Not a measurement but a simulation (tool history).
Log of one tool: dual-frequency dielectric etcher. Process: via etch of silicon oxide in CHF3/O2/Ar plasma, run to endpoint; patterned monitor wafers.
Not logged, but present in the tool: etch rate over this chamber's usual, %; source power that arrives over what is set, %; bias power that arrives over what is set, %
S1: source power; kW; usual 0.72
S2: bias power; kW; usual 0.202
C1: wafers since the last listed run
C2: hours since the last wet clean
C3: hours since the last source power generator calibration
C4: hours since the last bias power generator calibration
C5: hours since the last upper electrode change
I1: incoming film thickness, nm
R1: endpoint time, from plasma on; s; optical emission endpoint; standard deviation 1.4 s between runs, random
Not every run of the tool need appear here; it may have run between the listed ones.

| run | day | S1 | S2 | C1 | C2 | C3 | C4 | C5 | I1 | R1 |
|---|---|---|---|---|---|---|---|---|---|---|
| 1 | 0 | 0.72 | 0.202 | 0 | 370 | 3093.6 | 1697.8 | 4557.8 | 462.7 | 198.2 |
| 2 | 1.212 | 0.72 | 0.202 | 78 | 399.1 | 3122.7 | 1726.9 | 4586.9 | 467 | 199.3 |
| 3 | 2.212 | 0.72 | 0.202 | 65 | 423.1 | 3146.7 | 1750.9 | 4610.9 | 465.3 | 198.6 |
| 4 | 3.208 | 0.72 | 0.202 | 64 | 447 | 3170.6 | 1774.8 | 4634.8 | 461.8 | 196.7 |
| 5 | 3.708 | 0.72 | 0.202 | 32 | 459 | 3182.6 | 1786.8 | 4646.8 | 462.2 | 194.5 |
| 6 | 4.879 | 0.72 | 0.202 | 76 | 487.1 | 3210.7 | 1814.9 | 4674.9 | 461.2 | 194.2 |
|  | 6.121 | bias power generator calibrated |
| 7 | 6.142 | 0.65 | 0.202 | 71 | 517.4 | 3241 | 0.5 | 4705.2 | 461.8 | 201.5 |

Predict the results of run 8:
| 8 | 7.162 | 0.65 | 0.161 | 66 | 541.9 | 3265.5 | 25 | 4729.7 | 461.9 | ? |

R1: 214.6 s
Had the tool carried no hidden state, the very same run would have given R1 222.8 s.
